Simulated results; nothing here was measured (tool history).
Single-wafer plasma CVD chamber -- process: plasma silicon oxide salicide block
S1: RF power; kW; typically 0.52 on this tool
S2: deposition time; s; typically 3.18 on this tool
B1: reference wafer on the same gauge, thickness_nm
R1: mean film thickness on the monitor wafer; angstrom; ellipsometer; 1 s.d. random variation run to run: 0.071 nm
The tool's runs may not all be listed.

run   hour     S1    S2      B1      R1
  1      0   0.52  3.18  35.008   304.7
  2   19.6   0.52  3.18  34.979  304.32
  3   38.3   0.52  3.18  35.007  304.39
  4   56.9   0.52  3.18  35.007  304.81
  5   71.2   0.52  3.18  34.989  305.56
  6   99.8   0.52  3.18  34.994  304.56
  7  124.1  0.495  3.18  35.001  301.35
  8  151.4  0.495  3.18  34.996  301.28
  9  183.7  0.495  3.18  35.024  301.07
 10  249.2   0.45  3.18  35.007  293.68
 11  334.1   0.45  3.18  34.987  293.42
 12  362.7   0.45  3.18  34.993  294.74
     371.1  -- RF generator calibrated
 13  378.3   0.52   3.4  34.997  333.24
 14  407.2   0.47  3.18  34.985  302.48
 15  434.1   0.52  3.18  35.019  310.05
     437.7  -- gauge calibrated
 16  461.6   0.52  3.18  34.986  309.83
 17    482   0.45  3.18  35.015  298.79
 18    509   0.52  3.18  35.008  309.44
 19  524.4  0.485  2.96  35.032   283.8
     536.8  -- showerhead replaced
 20  548.5   0.52  3.18  35.002  308.78
 21  567.3   0.57  3.53  35.006  351.05
 22  591.8  0.495  3.18  34.991  304.96
 23  613.2   0.52  3.18   34.97  309.44
 24  625.2   0.55  3.73  35.001  368.03
 25  658.9  0.495  3.18  35.016  305.31
 26  681.4   0.61  2.89  34.986   291.1
 27    694   0.52  3.18  34.999  307.85
 28  724.1  0.555  2.88  35.028  284.43
 29    738   0.44  3.76  35.034  350.94
 30  756.6  0.485  2.76  34.989  263.18
 31  790.8   0.52  3.58  35.015  346.79
 32  816.1   0.57  3.51  34.987  347.64
 33  828.1   0.49  2.57  34.999  245.37

How would selected steps in R1 from run to run divide? Give the signed amount a tool lacking its hidden state would still show from settings, what came in and random variation, and the signed amount left for the hidden state, including any gauge scatter that is not in both of the compared results.
What the log doesn't record here: delivered RF power above the setpoint (%); gauge reads high (%).
Run 12 -> 13: S1 0.45 -> 0.52, S2 3.18 -> 3.4, RF generator calibrated. R1 +38.5 angstrom: hidden state +6.22, all else +32.28.
Run 29 -> 30: S1 0.44 -> 0.485, S2 3.76 -> 2.76. R1 -87.76 angstrom: hidden state +0.92, all else -88.68.
Run 30 -> 31: S1 0.485 -> 0.52, S2 2.76 -> 3.58. R1 +83.61 angstrom: hidden state -1.24, all else +84.85.
Run 32 -> 33: S1 0.57 -> 0.49, S2 3.51 -> 2.57. R1 -102.27 angstrom: hidden state +1.3, all else -103.57.

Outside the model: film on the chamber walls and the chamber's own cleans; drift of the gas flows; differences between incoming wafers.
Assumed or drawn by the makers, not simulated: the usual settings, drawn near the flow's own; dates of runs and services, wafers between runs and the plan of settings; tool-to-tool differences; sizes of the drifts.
